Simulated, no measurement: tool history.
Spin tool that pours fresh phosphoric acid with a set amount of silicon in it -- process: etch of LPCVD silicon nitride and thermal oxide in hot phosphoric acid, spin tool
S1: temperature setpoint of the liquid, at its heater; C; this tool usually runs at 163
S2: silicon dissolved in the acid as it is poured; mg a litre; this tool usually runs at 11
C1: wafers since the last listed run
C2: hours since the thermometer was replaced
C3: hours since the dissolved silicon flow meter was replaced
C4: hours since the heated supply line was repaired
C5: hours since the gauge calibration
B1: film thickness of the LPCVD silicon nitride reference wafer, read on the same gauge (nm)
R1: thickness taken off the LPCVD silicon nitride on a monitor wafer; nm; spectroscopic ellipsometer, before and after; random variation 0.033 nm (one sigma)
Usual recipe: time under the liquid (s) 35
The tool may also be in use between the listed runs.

run 1 hour=0 | S1=163 S2=11 time_under_the_liquid_(s)=35 | C1=0 C2=2042.8 C3=1009.2 C4=2083.1 C5=964.3 | B1=80.018 | R1=3.601
run 2 hour=62.1 | S1=162 S2=11 time_under_the_liquid_(s)=35 | C1=1260 C2=2104.9 C3=1071.3 C4=2145.2 C5=1026.4 | B1=80.006 | R1=3.446
run 3 hour=101.4 | S1=162 S2=11 time_under_the_liquid_(s)=35 | C1=797 C2=2144.2 C3=1110.6 C4=2184.5 C5=1065.7 | B1=80.012 | R1=3.438
run 4 hour=156 | S1=162 S2=11 time_under_the_liquid_(s)=35 | C1=1107 C2=2198.8 C3=1165.2 C4=2239.1 C5=1120.3 | B1=79.987 | R1=3.427
run 5 hour=219.6 | S1=164.5 S2=11 time_under_the_liquid_(s)=45 | C1=1290 C2=2262.4 C3=1228.8 C4=2302.7 C5=1183.9 | B1=80.012 | R1=4.785
run 6 hour=270.3 | S1=164.5 S2=11 time_under_the_liquid_(s)=45 | C1=1028 C2=2313.1 C3=1279.5 C4=2353.4 C5=1234.6 | B1=79.999 | R1=4.84
-- hour=275.9 dissolved silicon flow meter replaced
-- hour=300.9 heated supply line repaired
run 7 hour=316.2 | S1=164.5 S2=11 time_under_the_liquid_(s)=45 | C1=890 C2=2359 C3=40.3 C4=15.3 C5=1280.5 | B1=79.998 | R1=4.851
-- hour=337.8 thermometer replaced
run 8 hour=366.3 | S1=163 S2=11 time_under_the_liquid_(s)=35 | C1=996 C2=28.5 C3=90.4 C4=65.4 C5=1330.6 | B1=80.033 | R1=3.78
run 9 hour=410.3 | S1=163 S2=4 time_under_the_liquid_(s)=35 | C1=892 C2=72.5 C3=134.4 C4=109.4 C5=1374.6 | B1=80.003 | R1=3.763
run 10 hour=442.7 | S1=161.5 S2=11 time_under_the_liquid_(s)=35 | C1=657 C2=104.9 C3=166.8 C4=141.8 C5=1407 | B1=80.006 | R1=3.547
-- hour=458.4 gauge calibrated
run 11 hour=473.5 | S1=163 S2=11 time_under_the_liquid_(s)=35 | C1=624 C2=135.7 C3=197.6 C4=172.6 C5=15.1 | B1=80.008 | R1=3.746
run 12 hour=503.2 | S1=163 S2=11 time_under_the_liquid_(s)=35 | C1=602 C2=165.4 C3=227.3 C4=202.3 C5=44.8 | B1=80.027 | R1=3.791
run 13 hour=537.6 | S1=164.5 S2=15.5 time_under_the_liquid_(s)=45 | C1=697 C2=199.8 C3=261.7 C4=236.7 C5=79.2 | B1=80.033 | R1=5.137
run 14 hour=607.6 | S1=160 S2=11 time_under_the_liquid_(s)=25 | C1=1420 C2=269.8 C3=331.7 C4=306.7 C5=149.2 | B1=79.999 | R1=2.39
run 15 hour=674.9 | S1=164 S2=15.5 time_under_the_liquid_(s)=15 | C1=1365 C2=337.1 C3=399 C4=374 C5=216.5 | B1=80.004 | R1=1.668
run 16 hour=720.6 | S1=161.5 S2=3.5 time_under_the_liquid_(s)=35 | C1=927 C2=382.8 C3=444.7 C4=419.7 C5=262.2 | B1=80.007 | R1=3.575
run 17 hour=787.1 | S1=163 S2=19 time_under_the_liquid_(s)=35 | C1=1349 C2=449.3 C3=511.2 C4=486.2 C5=328.7 | B1=80.017 | R1=3.733
run 18 hour=817.1 | S1=162 S2=6.5 time_under_the_liquid_(s)=50 | C1=608 C2=479.3 C3=541.2 C4=516.2 C5=358.7 | B1=80.009 | R1=5.157
run 19 hour=856.3 | S1=160.5 S2=11 time_under_the_liquid_(s)=35 | C1=795 C2=518.5 C3=580.4 C4=555.4 C5=397.9 | B1=79.99 | R1=3.359
run 20 hour=917.5 | S1=160 S2=11 time_under_the_liquid_(s)=35 | C1=1241 C2=579.7 C3=641.6 C4=616.6 C5=459.1 | B1=79.982 | R1=3.391
run 21 hour=987.9 | S1=163 S2=11 time_under_the_liquid_(s)=35 | C1=1428 C2=650.1 C3=712 C4=687 C5=529.5 | B1=80.016 | R1=3.667
run 22 hour=1033 | S1=163 S2=14.5 time_under_the_liquid_(s)=35 | C1=915 C2=695.2 C3=757.1 C4=732.1 C5=574.6 | B1=80.007 | R1=3.743
run 23 hour=1067.3 | S1=164.5 S2=13.5 time_under_the_liquid_(s)=45 | C1=695 C2=729.5 C3=791.4 C4=766.4 C5=608.9 | B1=80.023 | R1=4.945

Alternative continuations, all from the tool just after run 23; predict every row:
run A hour=1067.7 | S1=164 S2=11 time_under_the_liquid_(s)=35 | C1=8 C2=729.9 C3=791.8 C4=766.8 C5=609.3 | B1=? | R1=?
run B hour=1067.7 | S1=160.5 S2=11 time_under_the_liquid_(s)=50 | C1=8 C2=729.9 C3=791.8 C4=766.8 C5=609.3 | B1=? | R1=?
run C hour=1067.7 | S1=163 S2=15.5 time_under_the_liquid_(s)=20 | C1=8 C2=729.9 C3=791.8 C4=766.8 C5=609.3 | B1=? | R1=?

run=A B1=79.996 R1=3.853
run=B B1=79.996 R1=4.897
run=C B1=79.996 R1=2.13
Had the tool no hidden state, the same runs would have come out as:
run=A R1=3.977
run=B R1=5.057
run=C R1=2.199
